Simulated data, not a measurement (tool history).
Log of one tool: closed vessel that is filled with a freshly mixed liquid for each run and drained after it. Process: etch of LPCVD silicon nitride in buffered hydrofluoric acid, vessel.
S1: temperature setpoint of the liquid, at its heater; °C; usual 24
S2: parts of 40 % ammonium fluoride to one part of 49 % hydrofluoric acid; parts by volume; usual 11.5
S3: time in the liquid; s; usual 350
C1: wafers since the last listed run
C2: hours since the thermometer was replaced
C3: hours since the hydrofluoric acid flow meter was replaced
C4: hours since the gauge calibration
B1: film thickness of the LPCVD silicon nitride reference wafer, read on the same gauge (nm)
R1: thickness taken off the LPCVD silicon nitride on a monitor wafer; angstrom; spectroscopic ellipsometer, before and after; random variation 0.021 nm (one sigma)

run 1 hour=0 | S1=24 S2=11.5 S3=350 | C1=0 C2=1030.3 C3=1261.2 C4=648.1 | B1=150.006 | R1=45.42
run 2 hour=29 | S1=24 S2=11.5 S3=350 | C1=2410 C2=1059.3 C3=1290.2 C4=677.1 | B1=149.981 | R1=45.47
run 3 hour=91.7 | S1=24 S2=11.5 S3=350 | C1=5212 C2=1122 C3=1352.9 C4=739.8 | B1=150.002 | R1=45.98
run 4 hour=119 | S1=24 S2=11.5 S3=350 | C1=2269 C2=1149.3 C3=1380.2 C4=767.1 | B1=150.035 | R1=46.01
run 5 hour=166.9 | S1=24 S2=11.5 S3=350 | C1=3981 C2=1197.2 C3=1428.1 C4=815 | B1=150.041 | R1=45.84
run 6 hour=249.8 | S1=24 S2=11.5 S3=350 | C1=6891 C2=1280.1 C3=1511 C4=897.9 | B1=150.008 | R1=46.04
-- hour=305.6 thermometer replaced
run 7 hour=314.6 | S1=24 S2=13.5 S3=350 | C1=5303 C2=9 C3=1575.8 C4=962.7 | B1=149.989 | R1=39.6
run 8 hour=367 | S1=24 S2=13.5 S3=350 | C1=4355 C2=61.4 C3=1628.2 C4=1015.1 | B1=149.996 | R1=39.75
run 9 hour=405.1 | S1=24 S2=13.5 S3=350 | C1=3167 C2=99.5 C3=1666.3 C4=1053.2 | B1=150.007 | R1=40.06
run 10 hour=443 | S1=29 S2=15 S3=190 | C1=3150 C2=137.4 C3=1704.2 C4=1091.1 | B1=149.986 | R1=25.57
run 11 hour=491 | S1=24 S2=11.5 S3=350 | C1=3990 C2=185.4 C3=1752.2 C4=1139.1 | B1=149.973 | R1=46.71
run 12 hour=553.1 | S1=22 S2=11.5 S3=480 | C1=5162 C2=247.5 C3=1814.3 C4=1201.2 | B1=149.995 | R1=57.37
-- hour=558.6 gauge calibrated
-- hour=609.1 hydrofluoric acid flow meter replaced
run 13 hour=620.2 | S1=24 S2=11.5 S3=350 | C1=5494 C2=314.6 C3=11.1 C4=61.6 | B1=150.007 | R1=42.95
run 14 hour=688 | S1=21 S2=14.5 S3=480 | C1=5636 C2=382.4 C3=78.9 C4=129.4 | B1=150.031 | R1=39.98
run 15 hour=800.8 | S1=24 S2=14 S3=250 | C1=9376 C2=495.2 C3=191.7 C4=242.2 | B1=150.023 | R1=25.76
run 16 hour=880.2 | S1=28 S2=9 S3=535 | C1=6600 C2=574.6 C3=271.1 C4=321.6 | B1=150.037 | R1=101.64
run 17 hour=945 | S1=19 S2=11.5 S3=350 | C1=5386 C2=639.4 C3=335.9 C4=386.4 | B1=150.003 | R1=33.2
run 18 hour=1014.1 | S1=24 S2=14.5 S3=350 | C1=5744 C2=708.5 C3=405 C4=455.5 | B1=150.009 | R1=34.77

Hidden state at the last listed run before each entry between runs and at the first one after, where it differs:
Between runs 6 and 7: thermometer replaced (hour 305.6)
  hydrofluoric acid flow above the setpoint (%): 8.4 -> 8.75
  measured less the result without the state, R1: +3.48 -> +3.12 angstrom
Between runs 12 and 13: gauge calibrated (hour 558.6); hydrofluoric acid flow meter replaced (hour 609.1)
  hydrofluoric acid flow above the setpoint (%): 10 -> 0.709
  measured less the result without the state, R1: +5.11 -> +0.3 angstrom
